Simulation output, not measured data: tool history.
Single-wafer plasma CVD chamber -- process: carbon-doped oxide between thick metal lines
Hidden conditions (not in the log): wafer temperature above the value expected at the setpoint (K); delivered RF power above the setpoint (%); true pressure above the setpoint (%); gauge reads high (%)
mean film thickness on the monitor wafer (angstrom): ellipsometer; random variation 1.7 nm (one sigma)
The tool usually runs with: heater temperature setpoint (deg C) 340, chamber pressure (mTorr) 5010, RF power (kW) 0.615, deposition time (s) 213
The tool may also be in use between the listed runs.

run,hour,heater temperature setpoint (deg C),chamber pressure (mTorr),RF power (kW),deposition time (s),wafers since the last listed run,hours since the last thermocouple change,hours since the last RF generator calibration,hours since the last manometer calibration,hours since the showerhead was replaced,hours since the gauge calibration,"read-back reference wafer on the same gauge, thickness_nm",mean film thickness on the monitor wafer (angstrom)
1,0,340,5010,0.615,213,0,1974.4,2655.2,2987.8,5882.3,223,1139.922,11140.35
2,7.3,340,5010,0.615,213,69,1981.7,2662.5,2995.1,5889.6,230.3,1139.71,11137.89
3,21.7,340,5010,0.615,213,137,1996.1,2676.9,3009.5,5904,244.7,1139.791,11130.95
4,33.3,340,5010,0.615,213,110,2007.7,2688.5,3021.1,5915.6,256.3,1139.892,11149.26
5,44.7,347,5010,0.615,213,108,2019.1,2699.9,3032.5,5927,267.7,1139.617,10925.32
6,61.5,340,5390,0.615,213,160,2035.9,2716.7,3049.3,5943.8,284.5,1139.411,11263.23
# hour 66: gauge calibrated
7,67.7,340,5390,0.615,213,59,2042.1,2722.9,3055.5,5950,1.7,1139.733,11247.67
# hour 85.4: RF generator calibrated
8,85.9,340,5010,0.71,213,97,2060.3,0.5,3073.7,5968.2,19.9,1139.93,12394.13
9,89.2,340,5010,0.615,201,31,2063.6,3.8,3077,5971.5,23.2,1140.354,10984.93
10,104.6,340,5010,0.705,228,146,2079,19.2,3092.4,5986.9,38.6,1139.927,13224.52
11,111.5,330,5010,0.615,213,65,2085.9,26.1,3099.3,5993.8,45.5,1139.743,11950.57
12,122.9,345,5010,0.615,213,108,2097.3,37.5,3110.7,6005.2,56.9,1139.797,11511.47
13,129.4,332,3930,0.685,200,62,2103.8,44,3117.2,6011.7,63.4,1139.476,11372.38
# hour 147.5: showerhead replaced
14,148,340,5010,0.615,213,101,2122.4,62.6,3135.8,0.5,82,1140.321,11612.88
15,181.3,347,6150,0.695,226,317,2155.7,95.9,3169.1,33.8,115.3,1139.299,13135.14
16,187.7,328,5010,0.72,171,61,2162.1,102.3,3175.5,40.2,121.7,1140.309,10344.4
17,196,340,5010,0.615,213,79,2170.4,110.6,3183.8,48.5,130,1140.135,11638.84
# hour 213.6: thermocouple changed; heater temperature recalibrated
# hour 213.9: capacitance manometer re-zeroed and calibrated
18,214.4,340,5010,0.615,213,96,0.8,129,0.5,66.9,148.4,1139.998,11642.04
19,224.1,340,5010,0.615,193,92,10.5,138.7,10.2,76.6,158.1,1140.14,10559.75
20,264,330,5010,0.525,213,380,50.4,178.6,50.1,116.5,198,1140.13,11130.68
21,273.7,340,4000,0.615,213,92,60.1,188.3,59.8,126.2,207.7,1139.709,11292.96
22,288.1,340,5010,0.615,213,137,74.5,202.7,74.2,140.6,222.1,1140.359,11619.43
23,294.3,333,5660,0.615,247,59,80.7,208.9,80.4,146.8,228.3,1139.915,13941.44
24,308,340,4580,0.615,232,130,94.4,222.6,94.1,160.5,242,1140.003,12490.8
25,318.5,334,5010,0.615,202,100,104.9,233.1,104.6,171,252.5,1139.929,11189.99
26,331.5,340,5010,0.52,190,124,117.9,246.1,117.6,184,265.5,1139.867,9658.64
27,339,352,5010,0.615,213,71,125.4,253.6,125.1,191.5,273,1140.345,11303.9
28,349.1,340,5010,0.615,213,96,135.5,263.7,135.2,201.6,283.1,1140.006,11624.69
29,359.6,333,5010,0.56,198,100,146,274.2,145.7,212.1,293.6,1139.922,10567.96

3 ways to go on from here, each from the tool as it stands after run 29. What would each give?
A,360.1,340,5010,0.615,213,4,146.5,274.7,146.2,212.6,294.1,?,?
B,360.1,325,4260,0.615,213,4,146.5,274.7,146.2,212.6,294.1,?,?
C,360.1,340,5010,0.535,190,4,146.5,274.7,146.2,212.6,294.1,?,?

run,"read-back reference wafer on the same gauge, thickness_nm",mean film thickness on the monitor wafer (angstrom)
A,1139.907,11627.18
B,1139.907,11871.03
C,1139.907,9757.24
Take away the tool's hidden state, keep each run's random variation, and the runs would have read:
run,mean film thickness on the monitor wafer (angstrom)
A,11648.09
B,11892.39
C,9774.79
